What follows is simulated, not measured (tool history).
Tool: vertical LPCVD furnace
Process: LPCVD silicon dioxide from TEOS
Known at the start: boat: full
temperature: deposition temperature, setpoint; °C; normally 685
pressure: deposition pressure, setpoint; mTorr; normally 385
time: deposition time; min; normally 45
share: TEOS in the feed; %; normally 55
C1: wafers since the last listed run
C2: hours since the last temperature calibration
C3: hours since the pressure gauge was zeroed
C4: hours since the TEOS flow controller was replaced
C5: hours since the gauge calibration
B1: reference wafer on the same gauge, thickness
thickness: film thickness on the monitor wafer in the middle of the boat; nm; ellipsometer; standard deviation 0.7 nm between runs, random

Run 1, day 0: usual settings but time 32 min; C1 0; C2 2458.8; C3 3201.6; C4 1831.7; C5 458.8; B1 231.15. Result: thickness 172.28 nm.
Run 2, day 2.817: usual settings but time 32 min; C1 781; C2 2526.4; C3 3269.2; C4 1899.3; C5 526.4; B1 230.93. Result: thickness 172.73 nm.
Run 3, day 5.092: usual settings but pressure 320 mTorr; C1 630; C2 2581; C3 3323.8; C4 1953.9; C5 581; B1 230.91. Result: thickness 222.91 nm.
Run 4, day 7.992: usual settings but pressure 425 mTorr; C1 804; C2 2650.6; C3 3393.4; C4 2023.5; C5 650.6; B1 231.01. Result: thickness 255.61 nm.
Run 5, day 10.917: usual settings; C1 811; C2 2720.8; C3 3463.6; C4 2093.7; C5 720.8; B1 231.21. Result: thickness 243.88 nm.
Run 6, day 12.992: usual settings; C1 575; C2 2770.6; C3 3513.4; C4 2143.5; C5 770.6; B1 231.1. Result: thickness 242.14 nm.
Run 7, day 16.296: usual settings but temperature 680 °C; C1 916; C2 2849.9; C3 3592.7; C4 2222.8; C5 849.9; B1 230.78. Result: thickness 215.78 nm.
Run 8, day 19.317: usual settings but temperature 680 °C; C1 837; C2 2922.4; C3 3665.2; C4 2295.3; C5 922.4; B1 231.1. Result: thickness 214.87 nm.
Run 9, day 22.229: usual settings; C1 807; C2 2992.3; C3 3735.1; C4 2365.2; C5 992.3; B1 231. Result: thickness 243.57 nm.
Run 10, day 25.212: usual settings; C1 827; C2 3063.9; C3 3806.7; C4 2436.8; C5 1063.9; B1 230.97. Result: thickness 244.65 nm.
Run 11, day 27.554: usual settings; C1 649; C2 3120.1; C3 3862.9; C4 2493; C5 1120.1; B1 230.86. Result: thickness 242.45 nm.
Run 12, day 29.862: usual settings but share 51 %; C1 640; C2 3175.5; C3 3918.3; C4 2548.4; C5 1175.5; B1 231.11. Result: thickness 235.03 nm.
At day 31.433: pressure gauge zeroed.
Run 13, day 31.454: usual settings but share 51 %; C1 164; C2 3213.7; C3 0.5; C4 2586.6; C5 1213.7; B1 231.03. Result: thickness 228.67 nm.
Run 14, day 34.792: usual settings but temperature 679 °C, pressure 355 mTorr, time 53.5 min, share 45 %; C1 925; C2 3293.8; C3 80.6; C4 2666.7; C5 1293.8; B1 230.84. Result: thickness 211.17 nm.
Run 15, day 37.921: usual settings but pressure 300 mTorr, time 29 min, share 58 %; C1 867; C2 3368.9; C3 155.7; C4 2741.8; C5 1368.9; B1 230.93. Result: thickness 138.85 nm.
Run 16, day 42.308: usual settings but temperature 679 °C, pressure 355 mTorr, time 53.5 min, share 45 %; C1 1216; C2 3474.2; C3 261; C4 2847.1; C5 1474.2; B1 231. Result: thickness 211.35 nm.
Run 17, day 50.525: usual settings but share 64 %; C1 2278; C2 3671.4; C3 458.2; C4 3044.3; C5 1671.4; B1 231.04. Result: thickness 255.93 nm.
Run 18, day 52.896: usual settings; C1 657; C2 3728.3; C3 515.1; C4 3101.2; C5 1728.3; B1 230.95. Result: thickness 238.71 nm.
Run 19, day 54.442: usual settings but temperature 676 °C, pressure 420 mTorr, share 65 %; C1 428; C2 3765.4; C3 552.2; C4 3138.3; C5 1765.4; B1 230.9. Result: thickness 216.97 nm.
At day 58.358: thermocouples replaced and temperature profile calibrated.
Run 20, day 58.379: usual settings but temperature 680 °C, pressure 315 mTorr; C1 814; C2 0.5; C3 646.7; C4 3232.8; C5 1859.9; B1 230.87. Result: thickness 190.71 nm.
Run 21, day 61.021: usual settings but time 53.5 min; C1 732; C2 63.9; C3 710.1; C4 3296.2; C5 1923.3; B1 230.77. Result: thickness 281.4 nm.
Run 22, day 63.317: usual settings but time 55.5 min; C1 636; C2 119; C3 765.2; C4 3351.3; C5 1978.4; B1 231.06. Result: thickness 294.2 nm.
Run 23, day 66.533: usual settings but temperature 688 °C, pressure 425 mTorr, time 52.5 min, share 51 %; C1 892; C2 196.2; C3 842.4; C4 3428.5; C5 2055.6; B1 230.85. Result: thickness 302.94 nm.
At day 67.833: gauge calibrated.
Run 24, day 70.746: usual settings but pressure 300 mTorr, time 29 min, share 58 %; C1 1168; C2 297.3; C3 943.5; C4 3529.6; C5 69.9; B1 230.86. Result: thickness 140.18 nm.
Run 25, day 74.983: usual settings; C1 1175; C2 399; C3 1045.2; C4 3631.3; C5 171.6; B1 230.98. Result: thickness 238.82 nm.
At day 77.625: TEOS flow controller replaced.
Run 26, day 77.646: usual settings but temperature 677 °C, time 29 min; C1 461; C2 462.9; C3 1109.1; C4 0.5; C5 235.5; B1 230.94. Result: thickness 127.28 nm.
Run 27, day 79.162: usual settings but pressure 425 mTorr, time 37 min, share 60 %; C1 420; C2 499.3; C3 1145.5; C4 36.9; C5 271.9; B1 231.26. Result: thickness 215.33 nm.
Run 28, day 83.067: usual settings but time 29.5 min, share 61 %; C1 1082; C2 593; C3 1239.2; C4 130.6; C5 365.6; B1 230.95. Result: thickness 164.33 nm.
Run 29, day 95.571: usual settings but temperature 676 °C, pressure 415 mTorr, share 50 %; C1 3467; C2 893.1; C3 1539.3; C4 430.7; C5 665.7; B1 230.85. Result: thickness 191.13 nm.
Run 30, day 99.004: usual settings but time 62 min, share 47 %; C1 952; C2 975.5; C3 1621.7; C4 513.1; C5 748.1; B1 230.94. Result: thickness 305.08 nm.
Run 31, day 102.796: usual settings but temperature 692 °C, time 50.5 min; C1 1051; C2 1066.5; C3 1712.7; C4 604.1; C5 839.1; B1 231.16. Result: thickness 315.83 nm.

Hidden state at the last listed run before each entry between runs and at the first one after, where it differs:
Run 12 -> run 13: pressure gauge zeroed (day 31.433)
  true pressure minus gauge reading, mTorr: 21 -> -1.3
  what was measured, less what the result would be without the hidden state, thickness: +6.14 -> -0.38 nm
Run 19 -> run 20: thermocouples replaced and temperature profile calibrated (day 58.358)
  true pressure minus gauge reading, mTorr: 1.5 -> 1.98
  what was measured, less what the result would be without the hidden state, thickness: +0.39 -> +0.6 nm
Run 23 -> run 24: gauge calibrated (day 67.833)
  true pressure minus gauge reading, mTorr: 2.98 -> 3.49
  what was measured, less what the result would be without the hidden state, thickness: +1.05 -> +0.81 nm
Run 25 -> run 26: TEOS flow controller replaced (day 77.625)
  true pressure minus gauge reading, mTorr: 4.01 -> 4.33
  what was measured, less what the result would be without the hidden state, thickness: +1.24 -> +0.71 nm
